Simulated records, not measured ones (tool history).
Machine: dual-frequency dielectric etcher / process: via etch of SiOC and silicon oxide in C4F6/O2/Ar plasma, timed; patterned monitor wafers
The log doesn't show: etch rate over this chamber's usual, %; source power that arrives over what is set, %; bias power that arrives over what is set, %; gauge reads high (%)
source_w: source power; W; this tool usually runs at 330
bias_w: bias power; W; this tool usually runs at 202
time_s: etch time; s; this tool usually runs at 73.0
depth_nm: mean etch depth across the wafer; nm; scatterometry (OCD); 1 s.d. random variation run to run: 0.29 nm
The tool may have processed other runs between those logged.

run     day  source_w  bias_w  time_s  wafers since the last listed run  hours since the last wet clean  hours since the last source power generator calibration  hours since the last bias power generator calibration  hours since the last upper electrode change  hours since the gauge calibration  read-back reference wafer on the same gauge, depth_nm  depth_nm
  1   0.000       330     172    73.0                                 0                           107.7                                                   3550.4                                                 3280.3                                       4701.5                             2695.1                                                   65.6      77.3
  2   3.829       330     172    73.0                              1399                           199.6                                                   3642.3                                                 3372.2                                       4793.4                             2787.0                                                   65.7      77.4
  3   5.712       330     172    73.0                               688                           244.8                                                   3687.5                                                 3417.4                                       4838.6                             2832.2                                                   65.5      78.1
  4   8.388       330     202    73.0                               977                           309.0                                                   3751.7                                                 3481.6                                       4902.8                             2896.4                                                   65.6      81.1
  5  11.017       330     202    73.0                               960                           372.1                                                   3814.8                                                 3544.7                                       4965.9                             2959.5                                                   65.6      81.7
  6  12.692       330     218    73.0                               612                           412.3                                                   3855.0                                                 3584.9                                       5006.1                             2999.7                                                   65.6      83.2
  7  14.929       310     220    73.0                               817                           466.0                                                   3908.7                                                 3638.6                                       5059.8                             3053.4                                                   65.5      81.5
  8  18.588       330     202    73.0                              1336                           553.8                                                   3996.5                                                 3726.4                                       5147.6                             3141.2                                                   65.6      82.0
     22.104  -- source power generator calibrated
  9  22.988       330     202    73.0                              1547                           659.4                                                     21.2                                                 3832.0                                       5253.2                             3246.8                                                   65.7      80.2
     27.867  -- wet clean of the chamber
 10  27.888       280     245    86.5                              1425                             0.5                                                    138.8                                                 3949.6                                       5370.8                             3364.4                                                   65.7      93.6
 11  29.425       330     202    73.0                               561                            37.4                                                    175.7                                                 3986.5                                       5407.7                             3401.3                                                   65.6      79.6
     29.842  -- gauge calibrated
 12  33.233       380     202    64.0                              1391                           128.8                                                    267.1                                                 4077.9                                       5499.1                               81.4                                                   65.6      74.3
 13  35.421       260     250    93.5                               799                           181.3                                                    319.6                                                 4130.4                                       5551.6                              133.9                                                   65.6      98.2
 14  37.404       330     202    73.0                               724                           228.9                                                    367.2                                                 4178.0                                       5599.2                              181.5                                                   65.6      80.2
     38.671  -- bias power generator calibrated
 15  39.450       280     164    58.0                               686                           278.0                                                    416.3                                                   18.7                                       5648.3                              230.6                                                   65.6      56.6
 16  46.279       370     171    73.0                              2495                           441.9                                                    580.2                                                  182.6                                       5812.2                              394.5                                                   65.6      80.4
 17  49.288       390     246    91.5                              1099                           514.1                                                    652.4                                                  254.8                                       5884.4                              466.7                                                   65.6     115.0
 18  52.862       410     167    82.5                              1306                           599.9                                                    738.2                                                  340.6                                       5970.2                              552.5                                                   65.7      95.1
     55.021  -- upper electrode replaced
 19  57.271       270     202    73.0                              1245                           705.7                                                    844.0                                                  446.4                                         54.0                              658.3                                                   65.6      74.5
 20  59.604       330     202    73.0                               852                           761.7                                                    900.0                                                  502.4                                        110.0                              714.3                                                   65.6      80.4
     62.304  -- wet clean of the chamber
 21  62.629       330     202    73.0                               740                             7.8                                                    972.6                                                  575.0                                        182.6                              786.9                                                   65.7      80.4
 22  66.742       280     242    81.0                              1502                           106.5                                                   1071.3                                                  673.7                                        281.3                              885.6                                                   65.6      89.4
 23  71.179       330     177    73.0                              1621                           213.0                                                   1177.8                                                  780.2                                        387.8                              992.1                                                   65.6      77.8
 24  73.267       330     202    73.0                               762                           263.1                                                   1227.9                                                  830.3                                        437.9                             1042.2                                                   65.5      80.7
 25  76.358       330     216    55.5                              1129                           337.3                                                   1302.1                                                  904.5                                        512.1                             1116.4                                                   65.6      62.8
 26  79.092       330     202    81.0                               998                           402.9                                                   1367.7                                                  970.1                                        577.7                             1182.0                                                   65.5      89.6
 27  83.217       330     240    73.0                              1507                           501.9                                                   1466.7                                                 1069.1                                        676.7                             1281.0                                                   65.7      85.1
 28  87.667       330     202    73.0                              1626                           608.7                                                   1573.5                                                 1175.9                                        783.5                             1387.8                                                   65.6      80.6
 29  89.721       330     202    85.0                               750                           658.0                                                   1622.8                                                 1225.2                                        832.8                             1437.1                                                   65.6      94.3

Branching from run 29: 4 alternative next runs. What would each branch give?
  A  89.738       330     202    73.0                                 6                           658.4                                                   1623.2                                                 1225.6                                        833.2                             1437.5                                                      ?         ?
  B  89.738       360     171    79.5                                 6                           658.4                                                   1623.2                                                 1225.6                                        833.2                             1437.5                                                      ?         ?
  C  89.738       330     220    73.0                                 6                           658.4                                                   1623.2                                                 1225.6                                        833.2                             1437.5                                                      ?         ?
  D  89.738       290     153    73.0                                 6                           658.4                                                   1623.2                                                 1225.6                                        833.2                             1437.5                                                      ?         ?

run  read-back reference wafer on the same gauge, depth_nm  depth_nm
  A                                                   65.6      80.8
  B                                                   65.6      87.0
  C                                                   65.6      82.9
  D                                                   65.6      71.0
Without the tool's unlogged condition, the same runs would have read:
run  depth_nm
  A      80.5
  B      86.6
  C      82.6
  D      70.7
